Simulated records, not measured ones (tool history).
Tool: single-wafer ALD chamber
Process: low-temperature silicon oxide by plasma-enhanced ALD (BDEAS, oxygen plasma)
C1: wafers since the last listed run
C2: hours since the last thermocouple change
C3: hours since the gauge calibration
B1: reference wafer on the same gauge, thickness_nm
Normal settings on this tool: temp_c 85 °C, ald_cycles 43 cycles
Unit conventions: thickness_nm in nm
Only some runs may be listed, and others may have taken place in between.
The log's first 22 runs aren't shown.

run 23 hour=521.8 | temp_c=85 ald_cycles=43 | C1=152 C2=2337.8 C3=643.8 | B1=6.803 | thickness_nm=6.742
run 24 hour=543.4 | temp_c=85 ald_cycles=48 | C1=103 C2=2359.4 C3=665.4 | B1=6.799 | thickness_nm=7.551
run 25 hour=558.7 | temp_c=97 ald_cycles=46 | C1=73 C2=2374.7 C3=680.7 | B1=6.798 | thickness_nm=6.875
run 26 hour=592.5 | temp_c=85 ald_cycles=43 | C1=162 C2=2408.5 C3=714.5 | B1=6.800 | thickness_nm=6.720
run 27 hour=616.5 | temp_c=95 ald_cycles=50 | C1=115 C2=2432.5 C3=738.5 | B1=6.801 | thickness_nm=7.561
-- hour=645.9 gauge calibrated
run 28 hour=648.9 | temp_c=71 ald_cycles=43 | C1=155 C2=2464.9 C3=3.0 | B1=6.797 | thickness_nm=7.120
run 29 hour=664.3 | temp_c=85 ald_cycles=43 | C1=74 C2=2480.3 C3=18.4 | B1=6.799 | thickness_nm=6.739
run 30 hour=686.1 | temp_c=94 ald_cycles=43 | C1=104 C2=2502.1 C3=40.2 | B1=6.803 | thickness_nm=6.516
run 31 hour=721.5 | temp_c=85 ald_cycles=43 | C1=170 C2=2537.5 C3=75.6 | B1=6.797 | thickness_nm=6.720
run 32 hour=799.2 | temp_c=85 ald_cycles=43 | C1=373 C2=2615.2 C3=153.3 | B1=6.803 | thickness_nm=6.716
-- hour=820.4 thermocouple changed; heater temperature recalibrated
run 33 hour=820.9 | temp_c=78 ald_cycles=51 | C1=65 C2=0.5 C3=175.0 | B1=6.794 | thickness_nm=7.965

What does the tool deliver on the next run?
run 34 hour=844.2 | temp_c=90 ald_cycles=40 | C1=111 C2=23.8 C3=198.3 | B1=? | thickness_nm=?

{"run 34": {"B1": 6.801, "thickness_nm": 5.995}}
With no hidden state in the tool, this same run would have given thickness_nm 5.991 nm.
